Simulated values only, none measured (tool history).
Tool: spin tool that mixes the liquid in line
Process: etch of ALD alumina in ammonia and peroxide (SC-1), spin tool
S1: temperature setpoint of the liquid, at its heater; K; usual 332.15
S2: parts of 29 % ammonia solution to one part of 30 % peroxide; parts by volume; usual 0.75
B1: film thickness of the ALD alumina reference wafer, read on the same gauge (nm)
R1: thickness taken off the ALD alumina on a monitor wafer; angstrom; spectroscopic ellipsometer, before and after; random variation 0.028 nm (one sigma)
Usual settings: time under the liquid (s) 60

{"run": 1, "hour": 0.0, "S1": 341.65, "S2": 0.5, "time under the liquid (s)": 45, "B1": 130.0, "R1": 76.7}
{"run": 2, "hour": 44.7, "S1": 325.15, "S2": 0.95, "time under the liquid (s)": 50, "B1": 130.0, "R1": 38.8}
{"hour": 65.9, "done": "new drum of ammonia solution connected"}
{"run": 3, "hour": 81.4, "S1": 332.15, "S2": 0.75, "time under the liquid (s)": 60, "B1": 130.0, "R1": 65.7}
{"run": 4, "hour": 142.2, "S1": 332.15, "S2": 0.75, "time under the liquid (s)": 60, "B1": 129.98, "R1": 66.2}
{"run": 5, "hour": 175.4, "S1": 332.15, "S2": 0.75, "time under the liquid (s)": 60, "B1": 130.02, "R1": 66.5}
{"run": 6, "hour": 235.7, "S1": 335.15, "S2": 1.15, "time under the liquid (s)": 60, "B1": 130.0, "R1": 80.4}
{"run": 7, "hour": 300.5, "S1": 327.65, "S2": 0.9, "time under the liquid (s)": 60, "B1": 129.98, "R1": 53.7}
{"run": 8, "hour": 349.6, "S1": 332.15, "S2": 0.4, "time under the liquid (s)": 60, "B1": 130.0, "R1": 62.4}
{"run": 9, "hour": 400.0, "S1": 332.15, "S2": 0.75, "time under the liquid (s)": 60, "B1": 129.97, "R1": 66.6}
{"hour": 446.4, "done": "thermometer replaced"}
{"run": 10, "hour": 455.9, "S1": 332.15, "S2": 0.75, "time under the liquid (s)": 60, "B1": 130.01, "R1": 62.9}
{"hour": 514.1, "done": "new drum of ammonia solution connected"}
{"run": 11, "hour": 546.6, "S1": 332.15, "S2": 0.75, "time under the liquid (s)": 60, "B1": 130.01, "R1": 63.8}
{"run": 12, "hour": 594.2, "S1": 335.65, "S2": 0.75, "time under the liquid (s)": 60, "B1": 129.99, "R1": 75.5}
{"hour": 599.6, "done": "gauge calibrated"}
{"run": 13, "hour": 630.3, "S1": 332.15, "S2": 0.75, "time under the liquid (s)": 35, "B1": 130.02, "R1": 36.9}
{"hour": 653.5, "done": "ammonia flow meter replaced"}
{"run": 14, "hour": 658.2, "S1": 332.15, "S2": 0.75, "time under the liquid (s)": 60, "B1": 130.02, "R1": 64.1}
{"run": 15, "hour": 728.4, "S1": 332.15, "S2": 0.45, "time under the liquid (s)": 75, "B1": 129.99, "R1": 76.5}
{"hour": 799.2, "done": "heated supply line repaired"}
{"run": 16, "hour": 904.9, "S1": 337.15, "S2": 0.75, "time under the liquid (s)": 60, "B1": 130.03, "R1": 82.6}
{"run": 17, "hour": 941.0, "S1": 325.65, "S2": 0.55, "time under the liquid (s)": 40, "B1": 130.0, "R1": 29.4}
{"hour": 1001.8, "done": "new drum of ammonia solution connected"}
{"run": 18, "hour": 1002.3, "S1": 339.15, "S2": 0.55, "time under the liquid (s)": 35, "B1": 129.98, "R1": 52.0}
{"run": 19, "hour": 1034.5, "S1": 325.65, "S2": 0.35, "time under the liquid (s)": 75, "B1": 130.0, "R1": 53.4}
{"run": 20, "hour": 1082.0, "S1": 332.15, "S2": 0.75, "time under the liquid (s)": 60, "B1": 129.96, "R1": 64.8}
{"run": 21, "hour": 1113.3, "S1": 326.15, "S2": 0.75, "time under the liquid (s)": 70, "B1": 129.96, "R1": 55.0}
{"run": 22, "hour": 1182.5, "S1": 332.15, "S2": 0.85, "time under the liquid (s)": 60, "B1": 129.97, "R1": 65.8}
{"run": 23, "hour": 1211.0, "S1": 329.15, "S2": 1.1, "time under the liquid (s)": 90, "B1": 130.03, "R1": 86.3}
{"run": 24, "hour": 1236.3, "S1": 337.15, "S2": 0.75, "time under the liquid (s)": 60, "B1": 129.99, "R1": 83.6}

5 ways to go on from here, each from the tool as it stands after run 24. What would each give?
{"run": "A", "hour": 1236.7, "S1": 332.15, "S2": 0.75, "time under the liquid (s)": 60, "B1": "?", "R1": "?"}
{"run": "B", "hour": 1236.7, "S1": 332.15, "S2": 0.6, "time under the liquid (s)": 75, "B1": "?", "R1": "?"}
{"run": "C", "hour": 1236.7, "S1": 325.15, "S2": 0.45, "time under the liquid (s)": 60, "B1": "?", "R1": "?"}
{"run": "D", "hour": 1236.7, "S1": 327.65, "S2": 0.75, "time under the liquid (s)": 60, "B1": "?", "R1": "?"}
{"run": "E", "hour": 1236.7, "S1": 322.65, "S2": 0.75, "time under the liquid (s)": 60, "B1": "?", "R1": "?"}

run=A B1=130.01 R1=64.9
run=B B1=130.01 R1=79.4
run=C B1=130.01 R1=42.7
run=D B1=130.01 R1=51.3
run=E B1=130.01 R1=39.2
Without the tool's hidden state the same runs would have given:
run=A R1=62.9
run=B R1=77.0
run=C R1=41.4
run=D R1=49.7
run=E R1=37.9

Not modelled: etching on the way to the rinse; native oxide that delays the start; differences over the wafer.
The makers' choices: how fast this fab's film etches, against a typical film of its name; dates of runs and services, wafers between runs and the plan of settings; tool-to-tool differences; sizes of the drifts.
